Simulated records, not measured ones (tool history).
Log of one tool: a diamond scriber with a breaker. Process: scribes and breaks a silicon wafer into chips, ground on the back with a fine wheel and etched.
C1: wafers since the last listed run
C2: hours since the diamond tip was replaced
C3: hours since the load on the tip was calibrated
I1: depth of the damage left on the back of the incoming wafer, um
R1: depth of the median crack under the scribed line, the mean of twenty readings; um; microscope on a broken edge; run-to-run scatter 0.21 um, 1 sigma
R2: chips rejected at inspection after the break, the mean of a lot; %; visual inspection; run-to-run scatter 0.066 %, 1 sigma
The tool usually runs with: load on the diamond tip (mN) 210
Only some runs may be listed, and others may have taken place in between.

{"run": 1, "day": 0.0, "load on the diamond tip (mN)": 166, "C1": 0, "C2": 245.2, "C3": 981.6, "I1": 0.74, "R1": 9.72, "R2": 4.81}
{"run": 2, "day": 0.788, "load on the diamond tip (mN)": 166, "C1": 67, "C2": 264.1, "C3": 1000.5, "I1": 0.7, "R1": 9.91, "R2": 4.94}
{"run": 3, "day": 1.929, "load on the diamond tip (mN)": 210, "C1": 97, "C2": 291.5, "C3": 1027.9, "I1": 0.62, "R1": 11.06, "R2": 2.27}
{"run": 4, "day": 2.796, "load on the diamond tip (mN)": 210, "C1": 73, "C2": 312.3, "C3": 1048.7, "I1": 0.53, "R1": 10.55, "R2": 2.37}
{"run": 5, "day": 3.646, "load on the diamond tip (mN)": 210, "C1": 72, "C2": 332.7, "C3": 1069.1, "I1": 0.41, "R1": 11.31, "R2": 2.61}
{"run": 6, "day": 4.342, "load on the diamond tip (mN)": 210, "C1": 59, "C2": 349.4, "C3": 1085.8, "I1": 0.34, "R1": 11.03, "R2": 2.61}
{"run": 7, "day": 5.179, "load on the diamond tip (mN)": 210, "C1": 71, "C2": 369.5, "C3": 1105.9, "I1": 0.4, "R1": 10.69, "R2": 2.84}
{"run": 8, "day": 6.275, "load on the diamond tip (mN)": 197, "C1": 93, "C2": 395.8, "C3": 1132.2, "I1": 0.55, "R1": 10.08, "R2": 4.08}
{"run": 9, "day": 7.054, "load on the diamond tip (mN)": 197, "C1": 66, "C2": 414.5, "C3": 1150.9, "I1": 0.7, "R1": 9.94, "R2": 4.22}
{"day": 7.925, "done": "diamond tip replaced by a new one"}
{"run": 10, "day": 8.425, "load on the diamond tip (mN)": 210, "C1": 109, "C2": 12.0, "C3": 1183.8, "I1": 0.58, "R1": 8.8, "R2": 10.18}
{"run": 11, "day": 8.971, "load on the diamond tip (mN)": 210, "C1": 46, "C2": 25.1, "C3": 1196.9, "I1": 0.52, "R1": 9.03, "R2": 10.0}
{"run": 12, "day": 10.35, "load on the diamond tip (mN)": 241, "C1": 117, "C2": 58.2, "C3": 1230.0, "I1": 0.48, "R1": 9.71, "R2": 6.57}
{"run": 13, "day": 11.058, "load on the diamond tip (mN)": 258, "C1": 60, "C2": 75.2, "C3": 1247.0, "I1": 0.69, "R1": 9.89, "R2": 5.24}
{"run": 14, "day": 12.283, "load on the diamond tip (mN)": 153, "C1": 104, "C2": 104.6, "C3": 1276.4, "I1": 0.7, "R1": 7.95, "R2": 23.06}
{"day": 13.6, "done": "diamond tip replaced by a new one, repeated, since the last time left the tool worse"}
{"run": 15, "day": 15.525, "load on the diamond tip (mN)": 210, "C1": 269, "C2": 46.2, "C3": 1354.2, "I1": 0.49, "R1": 11.69, "R2": 1.89}
{"day": 16.5, "done": "load on the tip recalibrated"}
{"run": 16, "day": 16.779, "load on the diamond tip (mN)": 241, "C1": 99, "C2": 76.3, "C3": 6.7, "I1": 0.75, "R1": 12.2, "R2": 2.3}
{"run": 17, "day": 17.696, "load on the diamond tip (mN)": 240, "C1": 78, "C2": 98.3, "C3": 28.7, "I1": 0.46, "R1": 12.21, "R2": 2.27}
{"run": 18, "day": 18.767, "load on the diamond tip (mN)": 228, "C1": 91, "C2": 124.0, "C3": 54.4, "I1": 0.36, "R1": 11.84, "R2": 2.03}
{"run": 19, "day": 19.771, "load on the diamond tip (mN)": 175, "C1": 85, "C2": 148.1, "C3": 78.5, "I1": 0.34, "R1": 10.62, "R2": 3.04}
{"run": 20, "day": 20.417, "load on the diamond tip (mN)": 162, "C1": 55, "C2": 163.6, "C3": 94.0, "I1": 0.45, "R1": 10.33, "R2": 3.98}
{"run": 21, "day": 21.075, "load on the diamond tip (mN)": 180, "C1": 56, "C2": 179.4, "C3": 109.8, "I1": 0.55, "R1": 10.8, "R2": 2.86}
{"run": 22, "day": 21.758, "load on the diamond tip (mN)": 237, "C1": 58, "C2": 195.8, "C3": 126.2, "I1": 0.69, "R1": 11.99, "R2": 2.03}
{"run": 23, "day": 22.675, "load on the diamond tip (mN)": 210, "C1": 78, "C2": 217.8, "C3": 148.2, "I1": 0.79, "R1": 11.43, "R2": 1.93}
{"run": 24, "day": 23.858, "load on the diamond tip (mN)": 159, "C1": 100, "C2": 246.2, "C3": 176.6, "I1": 0.43, "R1": 9.83, "R2": 5.37}

What the log doesn't show, run by run:
deviation of the load on the tip from its setpoint, %: 0 in every run
H1: share of the diamond tip's cutting effectiveness lost through wear, %
run=1 H1=6.2
run=2 H1=6.91
run=3 H1=8.03
run=4 H1=8.96
run=5 H1=9.92
run=6 H1=10.8
run=7 H1=11.8
run=8 H1=13.3
run=9 H1=14.4
run=10 H1=31.2
run=11 H1=31.2
run=12 H1=31.4
run=13 H1=31.6
run=14 H1=31.9
run=15 H1=0.79
run=16 H1=1.06
run=17 H1=1.34
run=18 H1=1.76
run=19 H1=2.25
run=20 H1=2.6
run=21 H1=3
run=22 H1=3.45
run=23 H1=4.12
run=24 H1=5.09
